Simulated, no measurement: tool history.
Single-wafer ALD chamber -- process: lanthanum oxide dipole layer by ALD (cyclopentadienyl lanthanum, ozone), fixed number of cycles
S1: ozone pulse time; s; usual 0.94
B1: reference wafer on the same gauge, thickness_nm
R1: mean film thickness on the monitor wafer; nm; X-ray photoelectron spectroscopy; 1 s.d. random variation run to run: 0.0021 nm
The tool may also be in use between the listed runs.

run	day	S1	B1	R1
1	0	0.94	0.518	0.491
2	4.312	0.94	0.517	0.49
3	7.867	0.94	0.517	0.488
4	12.008	0.94	0.518	0.486
5	15.375	0.94	0.518	0.484
6	18.775	0.77	0.518	0.451
# day 19.375: ozone generator serviced
7	23.25	0.77	0.518	0.466
8	29.212	0.94	0.518	0.484
# day 29.979: thermocouple changed; heater temperature recalibrated
9	31.9	0.94	0.517	0.491
10	36.375	1.25	0.518	0.52
# day 36.838: showerhead replaced, of another model than before
11	39.546	0.81	0.518	0.471
# day 40.588: gauge calibrated
12	43.158	1.13	0.518	0.505
13	45.246	0.77	0.518	0.468
14	47.592	0.94	0.518	0.489
15	50.525	0.94	0.518	0.49
16	54.579	1.28	0.518	0.515
# day 56.517: ozone generator serviced
17	56.538	1.04	0.518	0.501
18	60.954	0.69	0.518	0.464
19	64.412	0.67	0.518	0.461

Some steps in R1, run to run, broken into two amounts with sign: the step expected even without the hidden condition (settings, incoming material, random variation), and the rest, left for the hidden condition together with whatever gauge scatter is not in both the measured and the hidden-condition-free result:
Unlogged tool condition in this case: wafer temperature above the value expected at the setpoint (K); ozone dose above that of a generator just serviced (%); gauge reads high (%).
Run 6 -> 7: ozone generator serviced. R1 +0.015 nm: hidden state +0.01, all else +0.005.
Run 10 -> 11: S1 1.25 -> 0.81, showerhead replaced, of another model than before. R1 -0.049 nm: hidden state +0, all else -0.049.

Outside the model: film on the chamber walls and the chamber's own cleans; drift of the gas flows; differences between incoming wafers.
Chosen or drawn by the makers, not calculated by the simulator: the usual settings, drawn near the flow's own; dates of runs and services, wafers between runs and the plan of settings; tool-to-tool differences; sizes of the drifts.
